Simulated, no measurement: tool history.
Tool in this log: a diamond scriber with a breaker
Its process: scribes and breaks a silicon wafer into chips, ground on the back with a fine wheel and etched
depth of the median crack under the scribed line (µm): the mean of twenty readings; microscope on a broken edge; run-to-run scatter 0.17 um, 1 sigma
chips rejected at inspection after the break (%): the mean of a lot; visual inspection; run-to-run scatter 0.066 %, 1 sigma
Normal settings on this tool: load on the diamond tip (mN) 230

run    hour  load on the diamond tip (mN)  incoming depth of the damage left on the back of the incoming wafer, um  depth of the median crack under the scribed line (µm)  chips rejected at inspection after the break (%)
  1     0.0                           209                                                                     0.39                                                  12.18                                              2.33
  2    48.5                           209                                                                     0.41                                                  12.19                                              2.37
  3    95.1                           265                                                                     0.39                                                  14.59                                              2.41
  4   129.3                           279                                                                     0.68                                                  15.17                                              3.43
  5   198.0                           279                                                                     0.55                                                  14.97                                              2.94
  6   254.5                           230                                                                     0.49                                                  12.46                                              1.66
      348.2  -- diamond tip replaced by a new one
  7   409.8                           230                                                                     0.47                                                  11.51                                              3.39
  8   441.2                           230                                                                     0.77                                                  11.37                                              3.56
      623.1  -- load on the tip recalibrated
  9   634.7                           164                                                                     0.64                                                   8.53                                             21.94
      658.5  -- diamond tip replaced by a new one, repeated, since the last time left the tool worse
 10   675.6                           230                                                                     0.79                                                  12.84                                              1.45
 11   816.2                           209                                                                     0.53                                                  12.02                                              2.40
 12   857.0                           205                                                                     0.77                                                  11.94                                              2.68
 13   928.0                           294                                                                     0.53                                                  15.65                                              4.22
 14  1056.5                           230                                                                     0.43                                                  12.64                                              1.62
 15  1083.3                           169                                                                     0.66                                                   9.65                                             12.17
     1114.0  -- diamond tip replaced by a new one
 16  1139.6                           258                                                                     0.35                                                  14.56                                              2.19
 17  1262.8                           267                                                                     0.49                                                  14.54                                              2.53

What would each run have given without the hidden state, its run-to-run variation left as it was?
The hidden state here: share of the diamond tip's cutting effectiveness lost through wear, %; deviation of the load on the tip from its setpoint, %.
run  depth of the median crack under the scribed line (µm)  chips rejected at inspection after the break (%)
  1                                                  12.30                                              2.13
  2                                                  12.38                                              2.08
  3                                                  14.92                                              2.91
  4                                                  15.59                                              4.32
  5                                                  15.58                                              4.13
  6                                                  13.12                                              1.37
  7                                                  13.23                                              1.37
  8                                                  13.09                                              1.42
  9                                                  10.03                                             10.37
 10                                                  13.00                                              1.43
 11                                                  12.24                                              2.04
 12                                                  12.21                                              2.21
 13                                                  16.13                                              5.36
 14                                                  13.32                                              1.34
 15                                                  10.22                                              8.76
 16                                                  14.72                                              2.40
 17                                                  14.77                                              2.90
